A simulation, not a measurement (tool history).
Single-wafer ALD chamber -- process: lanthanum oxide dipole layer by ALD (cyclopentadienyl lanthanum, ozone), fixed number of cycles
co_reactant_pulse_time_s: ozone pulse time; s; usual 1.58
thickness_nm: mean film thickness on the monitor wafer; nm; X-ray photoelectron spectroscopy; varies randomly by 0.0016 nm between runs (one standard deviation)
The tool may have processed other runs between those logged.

| run | hour | co_reactant_pulse_time_s | wafers since the last listed run | hours since the last thermocouple change | hours since the last ozone generator service | hours since the showerhead was replaced | hours since the gauge calibration | read-back reference wafer on the same gauge, thickness_nm | thickness_nm |
|---|---|---|---|---|---|---|---|---|---|
| 1 | 0 | 1.58 | 0 | 1398.2 | 139.6 | 5481.2 | 672.6 | 0.588 | 0.541 |
|  | 19.6 | thermocouple changed; heater temperature recalibrated |
| 2 | 77.6 | 1.76 | 1482 | 58 | 217.2 | 5558.8 | 750.2 | 0.587 | 0.548 |
| 3 | 145.7 | 1.76 | 1450 | 126.1 | 285.3 | 5626.9 | 818.3 | 0.588 | 0.542 |
| 4 | 250.8 | 1.76 | 2238 | 231.2 | 390.4 | 5732 | 923.4 | 0.589 | 0.543 |
| 5 | 295.5 | 1.84 | 951 | 275.9 | 435.1 | 5776.7 | 968.1 | 0.588 | 0.541 |
| 6 | 345.6 | 1.84 | 1066 | 326 | 485.2 | 5826.8 | 1018.2 | 0.588 | 0.545 |
| 7 | 567.2 | 1.84 | 4719 | 547.6 | 706.8 | 6048.4 | 1239.8 | 0.588 | 0.546 |
|  | 761 | ozone generator serviced |
| 8 | 885.5 | 1.58 | 6608 | 865.9 | 124.5 | 6366.7 | 1558.1 | 0.588 | 0.523 |
| 9 | 948 | 1.58 | 1331 | 928.4 | 187 | 6429.2 | 1620.6 | 0.588 | 0.516 |
|  | 976.7 | showerhead replaced |
| 10 | 1023.9 | 1.58 | 1446 | 1004.3 | 262.9 | 47.2 | 1696.5 | 0.588 | 0.518 |
| 11 | 1095.8 | 1.58 | 1531 | 1076.2 | 334.8 | 119.1 | 1768.4 | 0.588 | 0.518 |
| 12 | 1153 | 1.58 | 1218 | 1133.4 | 392 | 176.3 | 1825.6 | 0.587 | 0.514 |
|  | 1216.2 | gauge calibrated |
| 13 | 1252.8 | 1.58 | 2125 | 1233.2 | 491.8 | 276.1 | 36.6 | 0.588 | 0.512 |
| 14 | 1302.4 | 2.01 | 1056 | 1282.8 | 541.4 | 325.7 | 86.2 | 0.588 | 0.532 |
| 15 | 1351.8 | 2.01 | 1052 | 1332.2 | 590.8 | 375.1 | 135.6 | 0.588 | 0.532 |
|  | 1451.9 | ozone generator serviced, repeated, since the last time left the tool worse |
| 16 | 1455.9 | 2.01 | 2046 | 1436.3 | 4 | 479.2 | 239.7 | 0.588 | 0.551 |
| 17 | 1505.1 | 1.04 | 1047 | 1485.5 | 53.2 | 528.4 | 288.9 | 0.587 | 0.514 |
|  | 1516.8 | thermocouple changed; heater temperature recalibrated |
| 18 | 1551.9 | 1.86 | 826 | 35.1 | 100 | 575.2 | 335.7 | 0.588 | 0.551 |
| 19 | 1588.3 | 0.98 | 775 | 71.5 | 136.4 | 611.6 | 372.1 | 0.588 | 0.504 |
| 20 | 1672.7 | 1.58 | 1797 | 155.9 | 220.8 | 696 | 456.5 | 0.588 | 0.54 |
| 21 | 1750.6 | 2.08 | 1658 | 233.8 | 298.7 | 773.9 | 534.4 | 0.589 | 0.554 |
| 22 | 1837.4 | 1.29 | 1848 | 320.6 | 385.5 | 860.7 | 621.2 | 0.588 | 0.521 |
| 23 | 1901.1 | 1.99 | 1356 | 384.3 | 449.2 | 924.4 | 684.9 | 0.588 | 0.549 |
| 24 | 1975.8 | 1.58 | 1590 | 459 | 523.9 | 999.1 | 759.6 | 0.588 | 0.537 |
| 25 | 2048.3 | 1.76 | 1543 | 531.5 | 596.4 | 1071.6 | 832.1 | 0.588 | 0.541 |
| 26 | 2129.1 | 1.58 | 1720 | 612.3 | 677.2 | 1152.4 | 912.9 | 0.588 | 0.535 |
| 27 | 2223.9 | 1.04 | 2018 | 707.1 | 772 | 1247.2 | 1007.7 | 0.588 | 0.5 |
| 28 | 2280.9 | 1.37 | 1213 | 764.1 | 829 | 1304.2 | 1064.7 | 0.588 | 0.525 |
|  | 2467.7 | ozone generator serviced |
| 29 | 2531.7 | 2.2 | 5170 | 1014.9 | 64 | 1555 | 1315.5 | 0.588 | 0.558 |
| 30 | 2611.9 | 1.58 | 1707 | 1095.1 | 144.2 | 1635.2 | 1395.7 | 0.588 | 0.541 |
| 31 | 2703.4 | 1.17 | 1948 | 1186.6 | 235.7 | 1726.7 | 1487.2 | 0.588 | 0.516 |
| 32 | 2781.1 | 1.03 | 1654 | 1264.3 | 313.4 | 1804.4 | 1564.9 | 0.588 | 0.501 |
| 33 | 2827.1 | 1.39 | 979 | 1310.3 | 359.4 | 1850.4 | 1610.9 | 0.588 | 0.526 |

Take each entry between the runs: how does the hidden state at the last listed run before it differ from the hidden state at the first listed run after it?
Between runs 1 and 2: thermocouple changed; heater temperature recalibrated (hour 19.6)
  ozone dose above that of a generator just serviced (%): -6.92 -> -9.13
  measured result minus the result with no hidden state, thickness_nm: -0.004 -> -0.005 nm
Between runs 7 and 8: ozone generator serviced (hour 761)
  ozone dose above that of a generator just serviced (%): -15.6 -> -29.7
  measured result minus the result with no hidden state, thickness_nm: -0.008 -> -0.024 nm
Between runs 9 and 10: showerhead replaced (hour 976.7)
  ozone dose above that of a generator just serviced (%): -31.6 -> -33.5
  measured result minus the result with no hidden state, thickness_nm: -0.026 -> -0.029 nm
Between runs 12 and 13: gauge calibrated (hour 1216.2)
  ozone dose above that of a generator just serviced (%): -35.9 -> -37.2
  measured result minus the result with no hidden state, thickness_nm: -0.031 -> -0.033 nm
Between runs 15 and 16: ozone generator serviced, repeated, since the last time left the tool worse (hour 1451.9)
  ozone dose above that of a generator just serviced (%): -38.1 -> -1.02
  measured result minus the result with no hidden state, thickness_nm: -0.024 -> -0.001 nm
Between runs 17 and 18: thermocouple changed; heater temperature recalibrated (hour 1516.8)
  ozone dose above that of a generator just serviced (%): -3.22 -> -5.04
  measured result minus the result with no hidden state, thickness_nm: -0.003 -> -0.003 nm
Between runs 28 and 29: ozone generator serviced (hour 2467.7)
  ozone dose above that of a generator just serviced (%): -15.6 -> -5.16
  measured result minus the result with no hidden state, thickness_nm: -0.013 -> -0.002 nm

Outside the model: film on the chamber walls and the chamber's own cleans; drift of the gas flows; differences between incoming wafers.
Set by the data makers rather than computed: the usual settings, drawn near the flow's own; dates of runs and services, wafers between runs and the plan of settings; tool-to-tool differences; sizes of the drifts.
